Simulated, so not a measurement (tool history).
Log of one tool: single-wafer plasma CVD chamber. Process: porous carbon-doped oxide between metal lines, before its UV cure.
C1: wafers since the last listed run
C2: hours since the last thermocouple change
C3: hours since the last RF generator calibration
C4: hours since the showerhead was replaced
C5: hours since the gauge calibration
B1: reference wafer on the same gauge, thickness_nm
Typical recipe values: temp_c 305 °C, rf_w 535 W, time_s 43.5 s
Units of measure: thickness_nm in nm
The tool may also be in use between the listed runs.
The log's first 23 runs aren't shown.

{"run": 24, "hour": 1711.6, "temp_c": 295, "rf_w": 570, "time_s": 38.6, "C1": 1712, "C2": 486.3, "C3": 905.8, "C4": 528.3, "C5": 278.4, "B1": 241.944, "thickness_nm": 232.538}
{"run": 25, "hour": 1751.5, "temp_c": 305, "rf_w": 535, "time_s": 43.5, "C1": 974, "C2": 526.2, "C3": 945.7, "C4": 568.2, "C5": 318.3, "B1": 241.84, "thickness_nm": 238.409}
{"run": 26, "hour": 1845.6, "temp_c": 305, "rf_w": 535, "time_s": 43.5, "C1": 2298, "C2": 620.3, "C3": 1039.8, "C4": 662.3, "C5": 412.4, "B1": 242.065, "thickness_nm": 238.791}
{"run": 27, "hour": 1910.5, "temp_c": 301, "rf_w": 445, "time_s": 43.5, "C1": 1585, "C2": 685.2, "C3": 1104.7, "C4": 727.2, "C5": 477.3, "B1": 241.787, "thickness_nm": 214.77}
{"run": 28, "hour": 1980.5, "temp_c": 293, "rf_w": 625, "time_s": 37.5, "C1": 1710, "C2": 755.2, "C3": 1174.7, "C4": 797.2, "C5": 547.3, "B1": 241.934, "thickness_nm": 245.954}
{"run": 29, "hour": 2028.2, "temp_c": 316, "rf_w": 610, "time_s": 36.8, "C1": 1165, "C2": 802.9, "C3": 1222.4, "C4": 844.9, "C5": 595, "B1": 242.385, "thickness_nm": 208.6}
{"run": 30, "hour": 2114.9, "temp_c": 305, "rf_w": 535, "time_s": 37.9, "C1": 2117, "C2": 889.6, "C3": 1309.1, "C4": 931.6, "C5": 681.7, "B1": 242.162, "thickness_nm": 210.179}
{"run": 31, "hour": 2216.3, "temp_c": 305, "rf_w": 535, "time_s": 49.7, "C1": 2477, "C2": 991, "C3": 1410.5, "C4": 1033, "C5": 783.1, "B1": 242.119, "thickness_nm": 269.394}
{"run": 32, "hour": 2280.5, "temp_c": 319, "rf_w": 560, "time_s": 35.2, "C1": 1568, "C2": 1055.2, "C3": 1474.7, "C4": 1097.2, "C5": 847.3, "B1": 241.686, "thickness_nm": 184.057}
{"run": 33, "hour": 2352.0, "temp_c": 305, "rf_w": 535, "time_s": 43.5, "C1": 1746, "C2": 1126.7, "C3": 1546.2, "C4": 1168.7, "C5": 918.8, "B1": 241.781, "thickness_nm": 235.696}
{"run": 34, "hour": 2437.6, "temp_c": 312, "rf_w": 460, "time_s": 39.3, "C1": 2091, "C2": 1212.3, "C3": 1631.8, "C4": 1254.3, "C5": 1004.4, "B1": 242.066, "thickness_nm": 186.416}

What if the next run were any one of these 4? Each begins from the tool's condition after run 34:
{"run": "A", "hour": 2438.0, "temp_c": 305, "rf_w": 535, "time_s": 43.5, "C1": 9, "C2": 1212.7, "C3": 1632.2, "C4": 1254.7, "C5": 1004.8, "B1": "?", "thickness_nm": "?"}
{"run": "B", "hour": 2438.0, "temp_c": 313, "rf_w": 450, "time_s": 36.4, "C1": 9, "C2": 1212.7, "C3": 1632.2, "C4": 1254.7, "C5": 1004.8, "B1": "?", "thickness_nm": "?"}
{"run": "C", "hour": 2438.0, "temp_c": 316, "rf_w": 475, "time_s": 39.9, "C1": 9, "C2": 1212.7, "C3": 1632.2, "C4": 1254.7, "C5": 1004.8, "B1": "?", "thickness_nm": "?"}
{"run": "D", "hour": 2438.0, "temp_c": 305, "rf_w": 535, "time_s": 38.5, "C1": 9, "C2": 1212.7, "C3": 1632.2, "C4": 1254.7, "C5": 1004.8, "B1": "?", "thickness_nm": "?"}

run=A B1=241.629 thickness_nm=239.672
run=B B1=241.629 thickness_nm=171.272
run=C B1=241.629 thickness_nm=192.138
run=D B1=241.629 thickness_nm=212.755
Without the tool's unlogged condition, the same runs would have read:
run=A thickness_nm=247.474
run=B thickness_nm=178.295
run=C thickness_nm=199.062
run=D thickness_nm=219.681

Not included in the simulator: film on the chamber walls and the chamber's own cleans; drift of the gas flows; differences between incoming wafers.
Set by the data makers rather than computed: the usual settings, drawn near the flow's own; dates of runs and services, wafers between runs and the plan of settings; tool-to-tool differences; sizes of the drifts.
